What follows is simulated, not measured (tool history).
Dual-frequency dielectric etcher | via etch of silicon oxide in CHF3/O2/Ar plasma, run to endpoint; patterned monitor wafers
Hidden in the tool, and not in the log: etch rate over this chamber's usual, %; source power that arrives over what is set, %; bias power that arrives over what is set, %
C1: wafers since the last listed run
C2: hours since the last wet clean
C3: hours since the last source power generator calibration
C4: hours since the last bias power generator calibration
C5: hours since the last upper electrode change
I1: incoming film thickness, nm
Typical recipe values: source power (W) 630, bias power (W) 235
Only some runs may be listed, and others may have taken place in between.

{"run": 1, "day": 0.0, "source power (W)": 590, "bias power (W)": 235, "C1": 0, "C2": 345.1, "C3": 2571.8, "C4": 3974.3, "C5": 3570.7, "I1": 523.3, "endpoint time (s)": 232.6}
{"run": 2, "day": 0.275, "source power (W)": 590, "bias power (W)": 235, "C1": 40, "C2": 351.7, "C3": 2578.4, "C4": 3980.9, "C5": 3577.3, "I1": 524.8, "endpoint time (s)": 232}
{"run": 3, "day": 0.671, "source power (W)": 630, "bias power (W)": 235, "C1": 58, "C2": 361.2, "C3": 2587.9, "C4": 3990.4, "C5": 3586.8, "I1": 517.9, "endpoint time (s)": 223.2}
{"run": 4, "day": 0.942, "source power (W)": 630, "bias power (W)": 235, "C1": 40, "C2": 367.7, "C3": 2594.4, "C4": 3996.9, "C5": 3593.3, "I1": 525.2, "endpoint time (s)": 223.8}
{"run": 5, "day": 1.442, "source power (W)": 630, "bias power (W)": 235, "C1": 74, "C2": 379.7, "C3": 2606.4, "C4": 4008.9, "C5": 3605.3, "I1": 519.8, "endpoint time (s)": 221}
{"run": 6, "day": 2.108, "source power (W)": 510, "bias power (W)": 191, "C1": 98, "C2": 395.7, "C3": 2622.4, "C4": 4024.9, "C5": 3621.3, "I1": 515.8, "endpoint time (s)": 268.6}
{"run": 7, "day": 2.446, "source power (W)": 510, "bias power (W)": 191, "C1": 50, "C2": 403.8, "C3": 2630.5, "C4": 4033, "C5": 3629.4, "I1": 524.5, "endpoint time (s)": 275.1}
{"run": 8, "day": 2.979, "source power (W)": 510, "bias power (W)": 191, "C1": 79, "C2": 416.6, "C3": 2643.3, "C4": 4045.8, "C5": 3642.2, "I1": 516.2, "endpoint time (s)": 269.9}
{"day": 3.933, "done": "source power generator calibrated"}
{"day": 4.392, "done": "wet clean of the chamber"}
{"day": 4.546, "done": "bias power generator calibrated"}
{"run": 9, "day": 4.567, "source power (W)": 630, "bias power (W)": 249, "C1": 119, "C2": 4.2, "C3": 15.2, "C4": 0.5, "C5": 3680.3, "I1": 522.1, "endpoint time (s)": 225.9}
{"run": 10, "day": 4.588, "source power (W)": 630, "bias power (W)": 249, "C1": 3, "C2": 4.7, "C3": 15.7, "C4": 1, "C5": 3680.8, "I1": 525.4, "endpoint time (s)": 229.4}
{"run": 11, "day": 4.604, "source power (W)": 630, "bias power (W)": 235, "C1": 2, "C2": 5.1, "C3": 16.1, "C4": 1.4, "C5": 3681.2, "I1": 519.8, "endpoint time (s)": 231.5}
{"run": 12, "day": 4.7, "source power (W)": 630, "bias power (W)": 235, "C1": 14, "C2": 7.4, "C3": 18.4, "C4": 3.7, "C5": 3683.5, "I1": 522.1, "endpoint time (s)": 232.3}
{"run": 13, "day": 5.138, "source power (W)": 630, "bias power (W)": 235, "C1": 64, "C2": 17.9, "C3": 28.9, "C4": 14.2, "C5": 3694, "I1": 522.4, "endpoint time (s)": 232.8}
{"run": 14, "day": 5.458, "source power (W)": 700, "bias power (W)": 255, "C1": 47, "C2": 25.6, "C3": 36.6, "C4": 21.9, "C5": 3701.7, "I1": 521.5, "endpoint time (s)": 212.6}
{"run": 15, "day": 6.071, "source power (W)": 510, "bias power (W)": 250, "C1": 90, "C2": 40.3, "C3": 51.3, "C4": 36.6, "C5": 3716.4, "I1": 519.7, "endpoint time (s)": 252.4}
{"day": 7.688, "done": "upper electrode replaced"}
{"run": 16, "day": 7.708, "source power (W)": 630, "bias power (W)": 235, "C1": 94, "C2": 79.6, "C3": 90.6, "C4": 75.9, "C5": 0.5, "I1": 519.2, "endpoint time (s)": 229.5}
{"run": 17, "day": 7.725, "source power (W)": 520, "bias power (W)": 218, "C1": 2, "C2": 80, "C3": 91, "C4": 76.3, "C5": 0.9, "I1": 522.9, "endpoint time (s)": 266.4}
{"run": 18, "day": 8.708, "source power (W)": 480, "bias power (W)": 197, "C1": 145, "C2": 103.6, "C3": 114.6, "C4": 99.9, "C5": 24.5, "I1": 521.9, "endpoint time (s)": 287.8}
{"run": 19, "day": 9.362, "source power (W)": 530, "bias power (W)": 194, "C1": 96, "C2": 119.3, "C3": 130.3, "C4": 115.6, "C5": 40.2, "I1": 518.5, "endpoint time (s)": 274.3}
{"run": 20, "day": 9.879, "source power (W)": 480, "bias power (W)": 255, "C1": 76, "C2": 131.7, "C3": 142.7, "C4": 128, "C5": 52.6, "I1": 518.1, "endpoint time (s)": 256.1}

Across each entry between runs, compare the hidden state at the last listed run before it with the hidden state at the first listed run after it:
Logged between run 8 and run 9: source power generator calibrated (day 3.933); wet clean of the chamber (day 4.392); bias power generator calibrated (day 4.546)
  etch rate over this chamber's usual, %: 4.94 -> 0.126
  difference, measured minus the result without the unlogged condition, endpoint time (s): -13.3 -> -0.2
Logged between run 15 and run 16: upper electrode replaced (day 7.688)
  etch rate over this chamber's usual, %: 0.567 -> 1.05
  difference, measured minus the result without the unlogged condition, endpoint time (s): -1.4 -> -2.4
